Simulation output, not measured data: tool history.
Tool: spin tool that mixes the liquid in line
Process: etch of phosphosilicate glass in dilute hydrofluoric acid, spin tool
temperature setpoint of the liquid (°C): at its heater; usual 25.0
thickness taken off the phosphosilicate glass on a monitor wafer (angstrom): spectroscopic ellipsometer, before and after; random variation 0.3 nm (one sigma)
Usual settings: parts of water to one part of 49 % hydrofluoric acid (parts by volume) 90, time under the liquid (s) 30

run	hour	temperature setpoint of the liquid (°C)	parts of water to one part of 49 % hydrofluoric acid (parts by volume)	time under the liquid (s)	read-back film thickness of the phosphosilicate glass reference wafer, read on the same gauge (nm)	thickness taken off the phosphosilicate glass on a monitor wafer (angstrom)
1	0.0	25.0	90	30	110.01	315.7
2	65.5	25.0	90	30	110.01	328.2
3	128.6	25.0	90	30	110.01	322.9
4	194.4	25.0	90	30	110.02	323.9
5	245.3	25.0	75	20	110.02	260.8
6	313.3	25.0	90	30	110.00	325.3
7	359.7	25.0	90	30	109.99	317.7
8	386.1	25.0	90	30	110.02	320.5
9	453.4	29.5	120	35	110.01	320.0
10	493.5	29.5	55	40	109.99	880.4
11	546.6	25.0	90	30	110.02	313.4
12	589.5	28.5	75	25	109.99	377.8
13	691.3	25.0	90	30	109.99	319.1
14	736.3	25.0	45	30	110.02	675.5
15	767.8	21.5	90	30	109.97	277.7

Taken out of this log: 3 entries between the listed runs. Where each belongs, and how the hidden state differs across it:
Between runs 5 and 6: gauge calibrated (hour 312.1)
  no hidden state differs between the two runs
Between runs 6 and 7: thermometer replaced (hour 348.1)
  no hidden state differs between the two runs
Between runs 7 and 8: hydrofluoric acid flow meter replaced (hour 370.2)
  no hidden state differs between the two runs
